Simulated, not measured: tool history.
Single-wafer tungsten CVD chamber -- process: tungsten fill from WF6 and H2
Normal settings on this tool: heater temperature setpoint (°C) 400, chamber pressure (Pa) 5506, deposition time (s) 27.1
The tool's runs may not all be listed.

run	hour	heater temperature setpoint (°C)	chamber pressure (Pa)	deposition time (s)	wafers since the last listed run	hours since the last thermocouple change	hours since the last manometer calibration	hours since the showerhead was replaced	hours since the gauge calibration	read-back reference wafer on the same gauge, thickness_nm	mean film thickness on the monitor wafer (angstrom)
1	0	400	5506	27.1	0	2229.3	814	1572.1	3028.8	86.348	921.52
2	96.1	406	5506	27.1	3711	2325.4	910.1	1668.2	3124.9	86.25	1004.89
3	144.3	406	5506	27.1	1861	2373.6	958.3	1716.4	3173.1	86.264	1010.37
# hour 232.4: gauge calibrated
4	235.8	406	5506	27.1	3533	2465.1	1049.8	1807.9	3.4	86.3	1024.46
5	333.1	400	5506	27.1	3757	2562.4	1147.1	1905.2	100.7	86.357	915.82
6	405.7	400	5506	27.1	2803	2635	1219.7	1977.8	173.3	86.34	919.23
7	459.3	400	5506	27.1	2070	2688.6	1273.3	2031.4	226.9	86.331	921.7
8	496.8	400	5506	27.1	1448	2726.1	1310.8	2068.9	264.4	86.322	910.1
9	548.3	400	5506	27.1	1989	2777.6	1362.3	2120.4	315.9	86.297	924.88
10	653.6	400	5506	27.1	4066	2882.9	1467.6	2225.7	421.2	86.225	924.49
# hour 676.4: showerhead replaced
11	695.4	400	5506	28.2	1305	2924.7	1509.4	19	463	86.324	954.71
12	777.8	413	4266	27.1	3182	3007.1	1591.8	101.4	545.4	86.217	992.53
# hour 827.8: thermocouple changed; heater temperature recalibrated
13	828.3	400	5506	27.1	1641	0.5	1642.3	151.9	595.9	86.262	922.52
14	885.3	407	5506	29.4	2201	57.5	1699.3	208.9	652.9	86.297	1109.48
15	988.3	406	5506	23.3	3978	160.5	1802.3	311.9	755.9	86.212	870.52
# hour 1010.5: capacitance manometer re-zeroed and calibrated
16	1073.6	400	6346	30.1	2985	245.8	63.1	397.2	841.2	86.278	1095.91
17	1170.1	400	6013	27.1	3727	342.3	159.6	493.7	937.7	86.304	958.71
18	1224.6	407	5506	24.3	2104	396.8	214.1	548.2	992.2	86.3	925.62
19	1292.8	387	5986	28.9	2634	465	282.3	616.4	1060.4	86.341	821.58
20	1366.2	389	6039	30.4	2834	538.4	355.7	689.8	1133.8	86.296	899.32
21	1470	400	4440	32.1	4008	642.2	459.5	793.6	1237.6	86.264	987.51
22	1548.5	400	6053	27.1	3031	720.7	538	872.1	1316.1	86.391	962.8
23	1644.5	410	5506	28.5	3707	816.7	634	968.1	1412.1	86.344	1139.42
24	1720.8	391	4373	27.1	2946	893	710.3	1044.4	1488.4	86.2	719.46
25	1776.5	400	5506	28.9	2151	948.7	766	1100.1	1544.1	86.283	976.78
26	1826.1	400	5506	27.1	1915	998.3	815.6	1149.7	1593.7	86.36	922.3
27	1898.5	400	5106	27.1	2796	1070.7	888	1222.1	1666.1	86.326	901.57
28	1988.1	400	5506	23.5	3460	1160.3	977.6	1311.7	1755.7	86.285	796.57
29	2093.7	400	5506	31.5	4078	1265.9	1083.2	1417.3	1861.3	86.248	1074.07
30	2160.3	400	5506	27.1	2572	1332.5	1149.8	1483.9	1927.9	86.267	930.08
31	2211.1	400	5506	27.1	1962	1383.3	1200.6	1534.7	1978.7	86.312	918.72
32	2255.5	400	6786	27.1	1714	1427.7	1245	1579.1	2023.1	86.278	1009.89
33	2360.9	400	5506	27.1	4070	1533.1	1350.4	1684.5	2128.5	86.286	918.39
34	2460.9	400	5506	27.1	3862	1633.1	1450.4	1784.5	2228.5	86.326	931.08

Alternative continuations, all from the tool just after run 34; predict every row:
A	2461.3	400	5506	27.1	15	1633.5	1450.8	1784.9	2228.9	?	?
B	2461.3	400	6559	25.2	15	1633.5	1450.8	1784.9	2228.9	?	?
C	2461.3	407	6599	27.1	15	1633.5	1450.8	1784.9	2228.9	?	?
D	2461.3	393	5506	27.1	15	1633.5	1450.8	1784.9	2228.9	?	?

run	read-back reference wafer on the same gauge, thickness_nm	mean film thickness on the monitor wafer (angstrom)
A	86.323	920.57
B	86.323	927.37
C	86.323	1115.62
D	86.323	820.38
The same runs, with their run-to-run variation unchanged, on a tool lacking any hidden condition would have given:
run	mean film thickness on the monitor wafer (angstrom)
A	920.57
B	927.37
C	1115.62
D	820.38
